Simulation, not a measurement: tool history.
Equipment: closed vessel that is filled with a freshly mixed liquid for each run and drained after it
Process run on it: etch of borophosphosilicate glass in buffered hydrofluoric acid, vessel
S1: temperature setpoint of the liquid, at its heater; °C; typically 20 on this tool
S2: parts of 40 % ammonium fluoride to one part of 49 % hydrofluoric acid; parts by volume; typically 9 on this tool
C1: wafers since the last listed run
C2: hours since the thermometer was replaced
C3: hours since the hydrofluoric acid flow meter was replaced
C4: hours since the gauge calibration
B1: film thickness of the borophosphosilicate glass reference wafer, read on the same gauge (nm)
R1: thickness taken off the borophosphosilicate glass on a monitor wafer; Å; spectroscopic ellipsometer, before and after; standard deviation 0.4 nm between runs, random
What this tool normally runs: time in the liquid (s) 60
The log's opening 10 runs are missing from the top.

{"run": 11, "hour": 411.6, "S1": 17.5, "S2": 9, "time in the liquid (s)": 60, "C1": 2436, "C2": 1411.2, "C3": 442.5, "C4": 882.7, "B1": 82.42, "R1": 745.8}
{"run": 12, "hour": 425.7, "S1": 17, "S2": 8, "time in the liquid (s)": 30, "C1": 1301, "C2": 1425.3, "C3": 456.6, "C4": 896.8, "B1": 82.46, "R1": 407.1}
{"run": 13, "hour": 452.9, "S1": 23, "S2": 9, "time in the liquid (s)": 70, "C1": 2510, "C2": 1452.5, "C3": 483.8, "C4": 924, "B1": 82.55, "R1": 1170.9}
{"run": 14, "hour": 471.7, "S1": 23, "S2": 9, "time in the liquid (s)": 60, "C1": 1735, "C2": 1471.3, "C3": 502.6, "C4": 942.8, "B1": 82.61, "R1": 1011.9}
{"hour": 479.5, "done": "hydrofluoric acid flow meter replaced"}
{"run": 15, "hour": 488.1, "S1": 20, "S2": 9, "time in the liquid (s)": 40, "C1": 1421, "C2": 1487.7, "C3": 8.6, "C4": 959.2, "B1": 82.68, "R1": 569.6}
{"run": 16, "hour": 502.0, "S1": 24.5, "S2": 7, "time in the liquid (s)": 60, "C1": 1282, "C2": 1501.6, "C3": 22.5, "C4": 973.1, "B1": 82.69, "R1": 1450.4}
{"hour": 522.5, "done": "gauge calibrated"}
{"run": 17, "hour": 536.2, "S1": 20, "S2": 9, "time in the liquid (s)": 60, "C1": 3156, "C2": 1535.8, "C3": 56.7, "C4": 13.7, "B1": 79.7, "R1": 832.5}
{"run": 18, "hour": 570.2, "S1": 20, "S2": 9, "time in the liquid (s)": 80, "C1": 3138, "C2": 1569.8, "C3": 90.7, "C4": 47.7, "B1": 79.82, "R1": 1104.2}
{"hour": 579.6, "done": "thermometer replaced"}
{"run": 19, "hour": 600.7, "S1": 17.5, "S2": 11.5, "time in the liquid (s)": 50, "C1": 2722, "C2": 21.1, "C3": 121.2, "C4": 78.2, "B1": 79.92, "R1": 487.3}
{"run": 20, "hour": 626.9, "S1": 20, "S2": 9, "time in the liquid (s)": 60, "C1": 2418, "C2": 47.3, "C3": 147.4, "C4": 104.4, "B1": 80.01, "R1": 825}
{"run": 21, "hour": 654.9, "S1": 20, "S2": 9, "time in the liquid (s)": 60, "C1": 2584, "C2": 75.3, "C3": 175.4, "C4": 132.4, "B1": 80.1, "R1": 829.1}
{"run": 22, "hour": 684.9, "S1": 17, "S2": 9, "time in the liquid (s)": 60, "C1": 2769, "C2": 105.3, "C3": 205.4, "C4": 162.4, "B1": 80.19, "R1": 709.2}
{"run": 23, "hour": 715.9, "S1": 20, "S2": 11.5, "time in the liquid (s)": 60, "C1": 2861, "C2": 136.3, "C3": 236.4, "C4": 193.4, "B1": 80.29, "R1": 679.5}
{"run": 24, "hour": 728.0, "S1": 23, "S2": 10.5, "time in the liquid (s)": 75, "C1": 1116, "C2": 148.4, "C3": 248.5, "C4": 205.5, "B1": 80.3, "R1": 1089.6}
{"run": 25, "hour": 756.3, "S1": 24, "S2": 8, "time in the liquid (s)": 70, "C1": 2612, "C2": 176.7, "C3": 276.8, "C4": 233.8, "B1": 80.4, "R1": 1365.4}
{"run": 26, "hour": 779.1, "S1": 22, "S2": 11, "time in the liquid (s)": 35, "C1": 2104, "C2": 199.5, "C3": 299.6, "C4": 256.6, "B1": 80.49, "R1": 458.8}
{"run": 27, "hour": 798.1, "S1": 20, "S2": 9, "time in the liquid (s)": 90, "C1": 1753, "C2": 218.5, "C3": 318.6, "C4": 275.6, "B1": 80.53, "R1": 1256.9}
{"run": 28, "hour": 817.5, "S1": 22.5, "S2": 10.5, "time in the liquid (s)": 90, "C1": 1790, "C2": 237.9, "C3": 338, "C4": 295, "B1": 80.6, "R1": 1275.6}
{"run": 29, "hour": 836.5, "S1": 20, "S2": 12.5, "time in the liquid (s)": 60, "C1": 1753, "C2": 256.9, "C3": 357, "C4": 314, "B1": 80.68, "R1": 624.5}
{"run": 30, "hour": 862.3, "S1": 25, "S2": 10, "time in the liquid (s)": 60, "C1": 2381, "C2": 282.7, "C3": 382.8, "C4": 339.8, "B1": 80.76, "R1": 1021}
{"run": 31, "hour": 890.4, "S1": 17, "S2": 11, "time in the liquid (s)": 70, "C1": 2593, "C2": 310.8, "C3": 410.9, "C4": 367.9, "B1": 80.84, "R1": 700.1}
{"run": 32, "hour": 925.3, "S1": 20, "S2": 7.5, "time in the liquid (s)": 60, "C1": 3221, "C2": 345.7, "C3": 445.8, "C4": 402.8, "B1": 80.92, "R1": 1018.4}

3 ways to go on from here, each from the tool as it stands after run 32. What would each give?
{"run": "A", "hour": 926.0, "S1": 20, "S2": 9, "time in the liquid (s)": 60, "C1": 64, "C2": 346.4, "C3": 446.5, "C4": 403.5, "B1": "?", "R1": "?"}
{"run": "B", "hour": 926.0, "S1": 20, "S2": 8, "time in the liquid (s)": 60, "C1": 64, "C2": 346.4, "C3": 446.5, "C4": 403.5, "B1": "?", "R1": "?"}
{"run": "C", "hour": 926.0, "S1": 23, "S2": 5.5, "time in the liquid (s)": 45, "C1": 64, "C2": 346.4, "C3": 446.5, "C4": 403.5, "B1": "?", "R1": "?"}

run=A B1=80.95 R1=836.1
run=B B1=80.95 R1=951.4
run=C B1=80.95 R1=1203
Take away the tool's hidden state, keep each run's random variation, and the runs would have read:
run=A R1=826.2
run=B R1=940.2
run=C R1=1188.9
